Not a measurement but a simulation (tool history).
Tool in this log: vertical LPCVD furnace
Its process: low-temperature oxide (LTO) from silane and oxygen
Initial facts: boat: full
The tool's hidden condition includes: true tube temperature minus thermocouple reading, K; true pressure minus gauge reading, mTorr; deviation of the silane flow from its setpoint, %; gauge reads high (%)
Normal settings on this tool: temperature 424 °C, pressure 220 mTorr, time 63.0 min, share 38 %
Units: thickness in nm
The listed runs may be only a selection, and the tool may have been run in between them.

run   hour  temperature  pressure  time  share  wafers since the last listed run  hours since the last temperature calibration  hours since the pressure gauge was zeroed  hours since the silane flow controller was replaced  hours since the gauge calibration  read-back reference wafer on the same gauge, thickness  thickness
  1    0.0          424       220  63.0     38                                 0                                        1356.3                                     1256.9                                               3085.7                              352.7                                                  737.86     807.85
  2   29.5          424       180  54.0     38                               442                                        1385.8                                     1286.4                                               3115.2                              382.2                                                  736.84     566.43
  3   77.8          424       185  63.0     38                               724                                        1434.1                                     1334.7                                               3163.5                              430.5                                                  737.38     681.91
  4  123.6          424       220  63.0     38                               686                                        1479.9                                     1380.5                                               3209.3                              476.3                                                  737.66     809.55
  5  167.2          424       180  63.0     38                               653                                        1523.5                                     1424.1                                               3252.9                              519.9                                                  737.43     665.16
  6  193.8          424       180  63.0     38                               398                                        1550.1                                     1450.7                                               3279.5                              546.5                                                  737.03     664.29
  7  239.6          424       220  63.0     43                               686                                        1595.9                                     1496.5                                               3325.3                              592.3                                                  736.26     927.46
  8  302.4          424       220  63.0     43                               941                                        1658.7                                     1559.3                                               3388.1                              655.1                                                  737.55     930.17
  9  359.4          424       220  63.0     43                               854                                        1715.7                                     1616.3                                               3445.1                              712.1                                                  737.83     929.35
 10  425.7          424       165  63.0     38                               994                                        1782.0                                     1682.6                                               3511.4                              778.4                                                  737.15     611.03
     500.3  -- silane flow controller replaced
 11  500.8          432       220  63.0     38                               766                                        1857.1                                     1757.7                                                  0.5                              853.5                                                  735.82     881.09
     533.0  -- thermocouples replaced and temperature profile calibrated
 12  534.8          424       220  56.0     41                               149                                           1.8                                     1791.7                                                 34.5                              887.5                                                  737.20     788.55
     544.1  -- gauge calibrated
     643.3  -- pressure gauge zeroed
 13  739.8          416       175  55.5     38                              2713                                         206.8                                       96.5                                                239.5                              195.7                                                  736.24     514.13
 14  802.2          424       220  63.0     38                               935                                         269.2                                      158.9                                                301.9                              258.1                                                  736.60     793.69
 15  843.5          419       220  63.0     38                               619                                         310.5                                      200.2                                                343.2                              299.4                                                  737.63     754.83
 16  895.3          424       185  63.0     32                               776                                         362.3                                      252.0                                                395.0                              351.2                                                  737.48     537.32

Branching from run 16: 5 alternative next runs. What would each branch give?
  A  899.9          417       220  63.0     38                                68                                         366.9                                      256.6                                                399.6                              355.8                                                       ?          ?
  B  899.9          420       220  56.5     38                                68                                         366.9                                      256.6                                                399.6                              355.8                                                       ?          ?
  C  899.9          424       240  63.0     45                                68                                         366.9                                      256.6                                                399.6                              355.8                                                       ?          ?
  D  899.9          424       220  38.5     44                                68                                         366.9                                      256.6                                                399.6                              355.8                                                       ?          ?
  E  899.9          416       245  63.0     38                                68                                         366.9                                      256.6                                                399.6                              355.8                                                       ?          ?

run  read-back reference wafer on the same gauge, thickness  thickness
  A                                                  738.34     738.09
  B                                                  738.34     682.96
  C                                                  738.34    1035.83
  D                                                  738.34     567.99
  E                                                  738.34     813.30
Had the tool no hidden state, the same runs would have come out as:
run  thickness
  A     737.50
  B     682.42
  C    1035.07
  D     567.54
  E     812.72

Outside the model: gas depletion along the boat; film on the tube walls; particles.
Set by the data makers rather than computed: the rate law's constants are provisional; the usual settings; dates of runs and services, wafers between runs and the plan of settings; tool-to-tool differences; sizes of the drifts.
